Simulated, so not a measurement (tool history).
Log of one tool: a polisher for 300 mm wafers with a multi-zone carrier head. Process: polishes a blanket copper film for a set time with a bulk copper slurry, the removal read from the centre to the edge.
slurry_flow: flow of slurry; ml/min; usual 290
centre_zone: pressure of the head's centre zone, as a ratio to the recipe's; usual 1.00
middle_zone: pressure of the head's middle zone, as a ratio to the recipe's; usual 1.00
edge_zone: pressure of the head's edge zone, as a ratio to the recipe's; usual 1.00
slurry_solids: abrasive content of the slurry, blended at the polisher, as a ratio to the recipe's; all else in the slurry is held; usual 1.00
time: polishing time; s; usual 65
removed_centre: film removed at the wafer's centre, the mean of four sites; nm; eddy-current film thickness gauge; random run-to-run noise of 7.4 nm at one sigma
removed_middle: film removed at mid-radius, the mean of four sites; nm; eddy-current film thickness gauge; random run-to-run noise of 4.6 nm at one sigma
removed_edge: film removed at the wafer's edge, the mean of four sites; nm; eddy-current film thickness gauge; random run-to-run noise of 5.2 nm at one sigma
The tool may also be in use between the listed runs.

run	hour	slurry_flow	centre_zone	middle_zone	edge_zone	slurry_solids	time	incoming thickness of the incoming film, nm	removed_centre	removed_middle	removed_edge
1	0.0	290	1.00	1.00	0.93	1.00	65	2575.6	548.7	550.2	550.8
2	11.4	290	1.00	1.00	0.93	1.00	65	2637.6	555.2	553.0	538.8
3	24.3	290	1.00	1.00	1.00	1.00	65	2598.4	544.7	546.2	547.7
4	39.9	290	1.00	1.00	1.00	1.00	65	2573.0	551.3	546.2	536.7
5	46.4	290	1.07	1.00	1.00	1.00	44	2622.6	386.1	362.6	367.0
6	63.4	290	1.00	1.00	1.00	1.00	65	2572.5	537.5	537.1	530.5
7	79.3	375	1.09	1.06	1.05	1.00	65	2619.3	592.1	577.9	554.6
# hour 88.6: worn pad replaced by a new one
# hour 91.9: carrier head's membrane replaced by a new one
8	94.4	385	1.00	1.12	1.00	1.00	50	2616.9	447.2	494.1	441.5
9	110.4	290	1.00	1.00	1.00	1.20	59	2597.3	519.1	522.4	531.5
10	119.8	290	1.00	1.00	1.00	1.00	65	2553.9	533.8	546.9	546.3
# hour 123.0: slurry nozzle cleaned
11	126.4	240	1.11	1.00	1.09	1.00	65	2626.8	565.9	534.2	544.4
12	141.2	290	1.08	1.00	0.93	1.00	49	2630.3	437.3	402.7	389.3
# hour 144.7: edge zone pressure recalibrated
13	153.3	290	1.07	1.00	1.00	1.00	44	2554.9	379.2	359.0	366.7
14	162.8	290	0.97	1.00	1.00	1.00	65	2634.4	523.8	538.6	535.7
15	170.0	290	1.00	1.00	1.00	1.00	65	2609.2	530.8	527.9	541.6
# hour 190.2: worn pad replaced by a new one
16	190.7	290	1.00	1.08	1.00	1.00	72	2587.5	632.5	677.5	633.0
17	201.0	290	1.00	1.00	0.96	1.25	65	2616.7	595.4	592.5	580.3
18	213.1	290	1.00	1.00	1.00	1.00	65	2621.3	550.9	559.1	557.0
19	223.5	290	1.00	1.00	1.00	1.00	65	2640.9	536.8	554.3	553.4
20	240.3	335	1.00	0.91	1.00	1.10	65	2603.0	554.5	519.1	564.2
21	253.5	290	1.00	1.12	1.00	1.00	65	2601.7	540.5	582.6	530.3

5 options for the next run, each taken on its own from the tool as it stands now. Forecast them:
A	253.9	290	1.00	1.00	1.00	1.00	65	2565.6	?	?	?
B	253.9	260	1.00	1.00	0.97	0.85	82	2565.6	?	?	?
C	253.9	290	1.00	1.10	1.00	1.00	65	2565.6	?	?	?
D	253.9	290	0.89	0.96	1.00	1.00	56	2565.6	?	?	?
E	253.9	290	1.00	1.00	0.96	1.00	84	2565.6	?	?	?

run	removed_centre	removed_middle	removed_edge
A	530.6	541.8	548.4
B	634.5	648.8	649.9
C	531.0	587.5	547.7
D	406.3	451.3	472.7
E	685.7	700.2	696.1
Without the tool's hidden state the same runs would have given:
run	removed_centre	removed_middle	removed_edge
A	565.3	577.2	584.2
B	675.9	691.2	692.4
C	565.7	625.9	583.5
D	432.9	480.8	503.6
E	730.5	746.0	741.6
